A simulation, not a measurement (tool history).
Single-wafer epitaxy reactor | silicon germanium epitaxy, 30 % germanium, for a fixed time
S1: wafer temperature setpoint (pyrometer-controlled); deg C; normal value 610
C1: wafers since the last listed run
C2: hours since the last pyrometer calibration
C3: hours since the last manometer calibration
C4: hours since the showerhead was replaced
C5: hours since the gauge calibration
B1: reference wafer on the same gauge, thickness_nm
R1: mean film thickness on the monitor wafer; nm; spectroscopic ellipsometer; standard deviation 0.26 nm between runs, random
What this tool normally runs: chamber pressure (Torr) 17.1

run 1 day=0 | S1=610 chamber_pressure_(Torr)=15.4 | C1=0 C2=593.6 C3=774.9 C4=2689.9 C5=903.3 | B1=57.759 | R1=63.592
run 2 day=12.712 | S1=610 chamber_pressure_(Torr)=15.4 | C1=6842 C2=898.7 C3=1080 C4=2995 C5=1208.4 | B1=57.693 | R1=63.931
run 3 day=16.567 | S1=610 chamber_pressure_(Torr)=15.4 | C1=2074 C2=991.2 C3=1172.5 C4=3087.5 C5=1300.9 | B1=57.706 | R1=63.667
run 4 day=18.871 | S1=610 chamber_pressure_(Torr)=15.3 | C1=1240 C2=1046.5 C3=1227.8 C4=3142.8 C5=1356.2 | B1=57.693 | R1=63.336
run 5 day=21.196 | S1=619 chamber_pressure_(Torr)=17.1 | C1=1251 C2=1102.3 C3=1283.6 C4=3198.6 C5=1412 | B1=57.687 | R1=75.677
-- day=25.708 capacitance manometer re-zeroed and calibrated
run 6 day=29.229 | S1=619 chamber_pressure_(Torr)=17.1 | C1=4144 C2=1295.1 C3=84.5 C4=3391.4 C5=1604.8 | B1=57.668 | R1=75.994
run 7 day=31.154 | S1=619 chamber_pressure_(Torr)=17.1 | C1=1036 C2=1341.3 C3=130.7 C4=3437.6 C5=1651 | B1=57.718 | R1=75.5
run 8 day=33.204 | S1=613 chamber_pressure_(Torr)=17.1 | C1=1103 C2=1390.5 C3=179.9 C4=3486.8 C5=1700.2 | B1=57.716 | R1=69.083
run 9 day=35.733 | S1=613 chamber_pressure_(Torr)=17.1 | C1=1361 C2=1451.2 C3=240.6 C4=3547.5 C5=1760.9 | B1=57.71 | R1=68.44
-- day=36.625 showerhead replaced
run 10 day=38.679 | S1=610 chamber_pressure_(Torr)=17.1 | C1=1406 C2=1521.9 C3=311.3 C4=49.3 C5=1831.6 | B1=57.66 | R1=65.868
-- day=39.575 gauge calibrated
run 11 day=42.412 | S1=610 chamber_pressure_(Torr)=17.1 | C1=2009 C2=1611.5 C3=400.9 C4=138.9 C5=68.1 | B1=57.715 | R1=65.545
run 12 day=45.046 | S1=597 chamber_pressure_(Torr)=21.1 | C1=1417 C2=1674.7 C3=464.1 C4=202.1 C5=131.3 | B1=57.698 | R1=57.116
run 13 day=47.529 | S1=614 chamber_pressure_(Torr)=19.3 | C1=1336 C2=1734.3 C3=523.7 C4=261.7 C5=190.9 | B1=57.706 | R1=72.716
run 14 day=49.925 | S1=610 chamber_pressure_(Torr)=17.1 | C1=1289 C2=1791.8 C3=581.2 C4=319.2 C5=248.4 | B1=57.714 | R1=65.904
run 15 day=51.425 | S1=616 chamber_pressure_(Torr)=15.5 | C1=807 C2=1827.8 C3=617.2 C4=355.2 C5=284.4 | B1=57.721 | R1=69.958
-- day=52.442 pyrometer calibrated
run 16 day=53.279 | S1=602 chamber_pressure_(Torr)=13.2 | C1=818 C2=20.1 C3=661.7 C4=399.7 C5=328.9 | B1=57.643 | R1=53.192
run 17 day=55.658 | S1=596 chamber_pressure_(Torr)=15.3 | C1=1280 C2=77.2 C3=718.8 C4=456.8 C5=386 | B1=57.715 | R1=50.701
run 18 day=58.188 | S1=598 chamber_pressure_(Torr)=20.7 | C1=1361 C2=137.9 C3=779.5 C4=517.5 C5=446.7 | B1=57.713 | R1=57.246
run 19 day=62.504 | S1=625 chamber_pressure_(Torr)=20.7 | C1=2323 C2=241.5 C3=883.1 C4=621.1 C5=550.3 | B1=57.688 | R1=87.877
run 20 day=66.112 | S1=606 chamber_pressure_(Torr)=15.6 | C1=1942 C2=328.1 C3=969.7 C4=707.7 C5=636.9 | B1=57.724 | R1=59.667
run 21 day=70.383 | S1=595 chamber_pressure_(Torr)=20.1 | C1=2298 C2=430.6 C3=1072.2 C4=810.2 C5=739.4 | B1=57.72 | R1=53.774
run 22 day=71.983 | S1=616 chamber_pressure_(Torr)=15.5 | C1=861 C2=469 C3=1110.6 C4=848.6 C5=777.8 | B1=57.677 | R1=69.568
run 23 day=74.658 | S1=622 chamber_pressure_(Torr)=20.9 | C1=1439 C2=533.2 C3=1174.8 C4=912.8 C5=842 | B1=57.697 | R1=84.836

The tool's hidden state at each run:
wafer temperature above the value expected at the setpoint (K): 0 across all the runs
true pressure above the setpoint (%): 0 across all the runs
gauge reads high (%): 0 across all the runs
